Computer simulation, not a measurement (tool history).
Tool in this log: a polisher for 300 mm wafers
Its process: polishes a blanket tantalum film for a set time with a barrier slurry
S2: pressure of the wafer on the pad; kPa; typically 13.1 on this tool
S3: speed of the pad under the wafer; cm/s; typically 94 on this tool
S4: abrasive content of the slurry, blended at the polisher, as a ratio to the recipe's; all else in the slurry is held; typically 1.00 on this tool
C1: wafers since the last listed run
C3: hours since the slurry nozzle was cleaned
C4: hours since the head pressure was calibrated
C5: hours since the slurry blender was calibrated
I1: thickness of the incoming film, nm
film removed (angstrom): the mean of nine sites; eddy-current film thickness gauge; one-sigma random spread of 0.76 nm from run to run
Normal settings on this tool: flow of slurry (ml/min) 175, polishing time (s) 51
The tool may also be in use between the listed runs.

Run 1, day 0.000: usual settings but S2 9.7 kPa; C1 0; wafers polished on this pad 413; C3 626.9; C4 1137.8; C5 71.1; I1 383.3. Result: film removed (angstrom) 605.
Run 2, day 0.388: usual settings but S2 9.7 kPa; C1 77; wafers polished on this pad 490; C3 636.2; C4 1147.1; C5 80.4; I1 380.7. Result: film removed (angstrom) 620.
Run 3, day 0.958: usual settings but S2 9.7 kPa; C1 113; wafers polished on this pad 604; C3 649.9; C4 1160.8; C5 94.1; I1 379.2. Result: film removed (angstrom) 604.
Run 4, day 1.596: usual settings; C1 126; wafers polished on this pad 731; C3 665.2; C4 1176.1; C5 109.4; I1 384.1. Result: film removed (angstrom) 836.
Run 5, day 2.058: usual settings; C1 92; wafers polished on this pad 823; C3 676.3; C4 1187.2; C5 120.5; I1 383.2. Result: film removed (angstrom) 815.
Run 6, day 2.621: usual settings; C1 111; wafers polished on this pad 935; C3 689.8; C4 1200.7; C5 134.0; I1 378.1. Result: film removed (angstrom) 807.
Run 7, day 3.204: usual settings but flow of slurry (ml/min) 205; C1 116; wafers polished on this pad 1051; C3 703.8; C4 1214.7; C5 148.0; I1 379.0. Result: film removed (angstrom) 825.
Run 8, day 3.629: usual settings but flow of slurry (ml/min) 205; C1 84; wafers polished on this pad 1136; C3 714.0; C4 1224.9; C5 158.2; I1 377.6. Result: film removed (angstrom) 823.
Run 9, day 4.112: usual settings but flow of slurry (ml/min) 140, polishing time (s) 45; C1 96; wafers polished on this pad 1232; C3 725.6; C4 1236.5; C5 169.8; I1 379.7. Result: film removed (angstrom) 656.
At day 4.521: worn pad replaced by a new one.
Run 10, day 4.550: usual settings but flow of slurry (ml/min) 140, polishing time (s) 45; C1 53; wafers polished on this pad 5; C3 736.1; C4 1247.0; C5 180.3; I1 377.8. Result: film removed (angstrom) 655.
Run 11, day 4.992: usual settings but flow of slurry (ml/min) 140, polishing time (s) 45; C1 87; wafers polished on this pad 93; C3 746.7; C4 1257.6; C5 190.9; I1 379.3. Result: film removed (angstrom) 641.
Run 12, day 5.308: usual settings; C1 63; wafers polished on this pad 156; C3 754.3; C4 1265.2; C5 198.5; I1 374.1. Result: film removed (angstrom) 773.
Run 13, day 5.921: usual settings; C1 121; wafers polished on this pad 278; C3 769.0; C4 1279.9; C5 213.2; I1 371.7. Result: film removed (angstrom) 762.
Run 14, day 6.629: usual settings; C1 141; wafers polished on this pad 419; C3 786.0; C4 1296.9; C5 230.2; I1 375.6. Result: film removed (angstrom) 745.
Run 15, day 7.242: usual settings but flow of slurry (ml/min) 145, S3 86 cm/s, S4 1.10, polishing time (s) 38; C1 121; wafers polished on this pad 541; C3 800.7; C4 1311.6; C5 244.9; I1 378.5. Result: film removed (angstrom) 491.
Run 16, day 7.700: usual settings but S3 106 cm/s; C1 91; wafers polished on this pad 632; C3 811.7; C4 1322.6; C5 255.9; I1 379.5. Result: film removed (angstrom) 798.
At day 7.996: slurry nozzle cleaned.
Run 17, day 8.046: usual settings but flow of slurry (ml/min) 120, S3 66 cm/s, S4 1.25; C1 60; wafers polished on this pad 693; C3 1.2; C4 1330.9; C5 264.2; I1 388.9. Result: film removed (angstrom) 589.

Expected results for the next run?
At day 8.188: slurry blender recalibrated.
Run 18, day 8.408: usual settings but S2 14.5 kPa, S3 106 cm/s, S4 0.85, polishing time (s) 59; C1 55; wafers polished on this pad 748; C3 9.9; C4 1339.6; C5 5.3; I1 380.7. Result: film removed (angstrom) ?.

film removed (angstrom): 1210
Were there no unlogged condition in the tool, this run, its random variation unchanged, would have produced film removed (angstrom) 1226.
